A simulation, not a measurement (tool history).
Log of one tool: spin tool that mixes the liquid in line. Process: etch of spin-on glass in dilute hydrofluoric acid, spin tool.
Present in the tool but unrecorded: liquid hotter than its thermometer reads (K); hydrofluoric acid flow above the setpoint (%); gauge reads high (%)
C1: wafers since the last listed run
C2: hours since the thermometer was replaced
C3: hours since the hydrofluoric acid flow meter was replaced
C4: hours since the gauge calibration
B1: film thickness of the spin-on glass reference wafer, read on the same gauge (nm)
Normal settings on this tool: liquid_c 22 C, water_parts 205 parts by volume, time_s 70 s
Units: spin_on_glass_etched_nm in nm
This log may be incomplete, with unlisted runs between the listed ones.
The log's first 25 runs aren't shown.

Run 26, hour 646.5: usual settings; C1 302; C2 135.3; C3 110.4; C4 161.8; B1 100. Result: spin_on_glass_etched_nm 13.38 nm.
Run 27, hour 669.7: usual settings but liquid_c 17 C; C1 328; C2 158.5; C3 133.6; C4 185; B1 100. Result: spin_on_glass_etched_nm 10.9 nm.
Run 28, hour 685.8: usual settings but liquid_c 25.5 C, water_parts 130 parts by volume, time_s 35 s; C1 227; C2 174.6; C3 149.7; C4 201.1; B1 100.02. Result: spin_on_glass_etched_nm 12.89 nm.
Run 29, hour 710.1: usual settings but liquid_c 24.5 C, water_parts 165 parts by volume; C1 343; C2 198.9; C3 174; C4 225.4; B1 99.98. Result: spin_on_glass_etched_nm 18.9 nm.
Run 30, hour 742.4: usual settings but water_parts 295 parts by volume, time_s 30 s; C1 457; C2 231.2; C3 206.3; C4 257.7; B1 100.05. Result: spin_on_glass_etched_nm 3.63 nm.
Run 31, hour 759.9: usual settings but liquid_c 23.5 C, water_parts 135 parts by volume, time_s 50 s; C1 247; C2 248.7; C3 223.8; C4 275.2; B1 99.98. Result: spin_on_glass_etched_nm 16.37 nm.
Run 32, hour 775.5: usual settings but liquid_c 23.5 C; C1 220; C2 264.3; C3 239.4; C4 290.8; B1 99.97. Result: spin_on_glass_etched_nm 14.13 nm.
Run 33, hour 791.1: usual settings but water_parts 265 parts by volume; C1 220; C2 279.9; C3 255; C4 306.4; B1 100.03. Result: spin_on_glass_etched_nm 9.71 nm.
Run 34, hour 819.7: usual settings; C1 404; C2 308.5; C3 283.6; C4 335; B1 100.05. Result: spin_on_glass_etched_nm 13.34 nm.
Run 35, hour 851.2: usual settings but liquid_c 24.5 C, water_parts 165 parts by volume; C1 445; C2 340; C3 315.1; C4 366.5; B1 99.97. Result: spin_on_glass_etched_nm 18.98 nm.

Predict each of these 3 candidate next runs independently; none follows another, all start after run 35:
Run A, hour 851.6: usual settings but liquid_c 26.5 C; C1 5; C2 340.4; C3 315.5; C4 366.9; B1 ?. Result: spin_on_glass_etched_nm ?.
Run B, hour 851.6: usual settings but time_s 45 s; C1 5; C2 340.4; C3 315.5; C4 366.9; B1 ?. Result: spin_on_glass_etched_nm ?.
Run C, hour 851.6: usual settings but liquid_c 26 C, water_parts 130 parts by volume, time_s 35 s; C1 5; C2 340.4; C3 315.5; C4 366.9; B1 ?. Result: spin_on_glass_etched_nm ?.

run      B1  spin_on_glass_etched_nm
  A  100.01                     15.7
  B  100.01                     8.56
  C  100.01                    13.29
Stripped of hidden state, with their random variation kept, the same runs would have yielded:
run  spin_on_glass_etched_nm
  A                    15.48
  B                     8.44
  C                    13.09
